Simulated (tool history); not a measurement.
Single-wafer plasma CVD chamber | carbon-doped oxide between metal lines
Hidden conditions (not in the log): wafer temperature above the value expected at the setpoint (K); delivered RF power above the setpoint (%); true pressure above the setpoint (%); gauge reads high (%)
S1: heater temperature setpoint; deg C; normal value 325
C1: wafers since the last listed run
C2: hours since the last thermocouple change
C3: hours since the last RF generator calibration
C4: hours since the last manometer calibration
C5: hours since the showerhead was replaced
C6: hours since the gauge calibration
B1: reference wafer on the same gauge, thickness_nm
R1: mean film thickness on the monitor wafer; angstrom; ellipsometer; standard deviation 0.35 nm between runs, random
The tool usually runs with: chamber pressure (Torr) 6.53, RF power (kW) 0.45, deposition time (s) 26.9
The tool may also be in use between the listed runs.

Run 1, day 0: usual settings but RF power (kW) 0.385; C1 0; C2 1396.4; C3 73.5; C4 1417.2; C5 3846.7; C6 2033; B1 163.03. Result: R1 1343.38 angstrom.
Run 2, day 2.571: usual settings but chamber pressure (Torr) 5.71; C1 1909; C2 1458.1; C3 135.2; C4 1478.9; C5 3908.4; C6 2094.7; B1 163.024. Result: R1 1413.63 angstrom.
Run 3, day 5.158: usual settings; C1 1922; C2 1520.2; C3 197.3; C4 1541; C5 3970.5; C6 2156.8; B1 162.985. Result: R1 1438.68 angstrom.
Run 4, day 7.883: usual settings; C1 2024; C2 1585.6; C3 262.7; C4 1606.4; C5 4035.9; C6 2222.2; B1 163.016. Result: R1 1444.73 angstrom.
At day 9.742: showerhead replaced.
Run 5, day 10.621: usual settings but deposition time (s) 30.7; C1 1785; C2 1651.3; C3 328.4; C4 1672.1; C5 21.1; C6 2287.9; B1 163.054. Result: R1 1641.61 angstrom.
Run 6, day 13.596: usual settings but deposition time (s) 30.7; C1 2210; C2 1722.7; C3 399.8; C4 1743.5; C5 92.5; C6 2359.3; B1 163.015. Result: R1 1642.27 angstrom.
At day 14.946: thermocouple changed; heater temperature recalibrated.
Run 7, day 16.062: usual settings; C1 1584; C2 26.8; C3 459; C4 1802.7; C5 151.7; C6 2418.5; B1 162.966. Result: R1 1413.71 angstrom.
Run 8, day 17.071: usual settings; C1 749; C2 51; C3 483.2; C4 1826.9; C5 175.9; C6 2442.7; B1 162.987. Result: R1 1417.58 angstrom.
Run 9, day 19.462: usual settings but S1 317 deg C, chamber pressure (Torr) 7.11, RF power (kW) 0.415, deposition time (s) 32.1; C1 1776; C2 108.4; C3 540.6; C4 1884.3; C5 233.3; C6 2500.1; B1 162.973. Result: R1 1681.5 angstrom.
Run 10, day 21.754: usual settings; C1 1702; C2 163.4; C3 595.6; C4 1939.3; C5 288.3; C6 2555.1; B1 162.979. Result: R1 1422.53 angstrom.
Run 11, day 22.821: usual settings but S1 314 deg C, chamber pressure (Torr) 5.88, RF power (kW) 0.37, deposition time (s) 31; C1 792; C2 189; C3 621.2; C4 1964.9; C5 313.9; C6 2580.7; B1 163.014. Result: R1 1532.47 angstrom.
At day 24.45: capacitance manometer re-zeroed and calibrated.
Run 12, day 25.742: usual settings but S1 321 deg C, chamber pressure (Torr) 7.65, deposition time (s) 24.8; C1 1922; C2 259.1; C3 691.3; C4 31; C5 384; C6 2650.8; B1 162.931. Result: R1 1351.26 angstrom.
Run 13, day 27.179: usual settings but S1 313 deg C; C1 1067; C2 293.6; C3 725.8; C4 65.5; C5 418.5; C6 2685.3; B1 163.028. Result: R1 1486.79 angstrom.
Run 14, day 28.846: usual settings but deposition time (s) 29.8; C1 1238; C2 333.6; C3 765.8; C4 105.5; C5 458.5; C6 2725.3; B1 162.992. Result: R1 1573.61 angstrom.
Run 15, day 30.1: usual settings; C1 931; C2 363.7; C3 795.9; C4 135.6; C5 488.6; C6 2755.4; B1 163.037. Result: R1 1422.88 angstrom.
At day 31.158: gauge calibrated.
Run 16, day 31.925: usual settings but S1 321 deg C, chamber pressure (Torr) 5.33; C1 1355; C2 407.5; C3 839.7; C4 179.4; C5 532.4; C6 18.4; B1 162.975. Result: R1 1399.3 angstrom.
Run 17, day 33.862: usual settings but S1 321 deg C, chamber pressure (Torr) 5.64, RF power (kW) 0.395, deposition time (s) 28.3; C1 1439; C2 454; C3 886.2; C4 225.9; C5 578.9; C6 64.9; B1 163.045. Result: R1 1399.61 angstrom.
Run 18, day 36.479: usual settings; C1 1943; C2 516.8; C3 949; C4 288.7; C5 641.7; C6 127.7; B1 162.908. Result: R1 1426.26 angstrom.
Run 19, day 38.433: usual settings; C1 1451; C2 563.7; C3 995.9; C4 335.6; C5 688.6; C6 174.6; B1 163.016. Result: R1 1426.43 angstrom.
Run 20, day 41.017: usual settings but S1 336 deg C, chamber pressure (Torr) 7.58, RF power (kW) 0.53; C1 1919; C2 625.7; C3 1057.9; C4 397.6; C5 750.6; C6 236.6; B1 163.031. Result: R1 1502.74 angstrom.
Run 21, day 42.338: usual settings but S1 340 deg C, deposition time (s) 30; C1 981; C2 657.4; C3 1089.6; C4 429.3; C5 782.3; C6 268.3; B1 162.973. Result: R1 1520.83 angstrom.
Run 22, day 43.529: usual settings but deposition time (s) 24.1; C1 885; C2 686; C3 1118.2; C4 457.9; C5 810.9; C6 296.9; B1 162.992. Result: R1 1284.46 angstrom.
Run 23, day 44.821: usual settings but S1 314 deg C; C1 959; C2 717; C3 1149.2; C4 488.9; C5 841.9; C6 327.9; B1 162.974. Result: R1 1490.61 angstrom.
Run 24, day 46.142: usual settings; C1 981; C2 748.7; C3 1180.9; C4 520.6; C5 873.6; C6 359.6; B1 162.892. Result: R1 1434.95 angstrom.
Run 25, day 53.358: usual settings but RF power (kW) 0.36, deposition time (s) 22.6; C1 5361; C2 921.9; C3 1354.1; C4 693.8; C5 1046.8; C6 532.8; B1 163.024. Result: R1 1082.38 angstrom.
Run 26, day 55.654: usual settings but RF power (kW) 0.52; C1 1705; C2 977; C3 1409.2; C4 748.9; C5 1101.9; C6 587.9; B1 163.037. Result: R1 1539.01 angstrom.
Run 27, day 58.342: usual settings; C1 1996; C2 1041.5; C3 1473.7; C4 813.4; C5 1166.4; C6 652.4; B1 163.004. Result: R1 1434.87 angstrom.

Across each entry between runs, compare the hidden state at the last listed run before it with the hidden state at the first listed run after it:
Logged between run 4 and run 5: showerhead replaced (day 9.742)
  wafer temperature above the value expected at the setpoint (K): -6.67 -> -6.71
  measured value less the no-hidden-state value, R1: +31.49 -> +36.02 angstrom
Logged between run 6 and run 7: thermocouple changed; heater temperature recalibrated (day 14.946)
  wafer temperature above the value expected at the setpoint (K): -6.75 -> -0.493
  measured value less the no-hidden-state value, R1: +36.28 -> +2.25 angstrom
Logged between run 11 and run 12: capacitance manometer re-zeroed and calibrated (day 24.45)
  wafer temperature above the value expected at the setpoint (K): -1.98 -> -2.5
  measured value less the no-hidden-state value, R1: +11.09 -> +11.39 angstrom
Logged between run 15 and run 16: gauge calibrated (day 31.158)
  wafer temperature above the value expected at the setpoint (K): -3.17 -> -3.42
  measured value less the no-hidden-state value, R1: +14.57 -> +16.39 angstrom

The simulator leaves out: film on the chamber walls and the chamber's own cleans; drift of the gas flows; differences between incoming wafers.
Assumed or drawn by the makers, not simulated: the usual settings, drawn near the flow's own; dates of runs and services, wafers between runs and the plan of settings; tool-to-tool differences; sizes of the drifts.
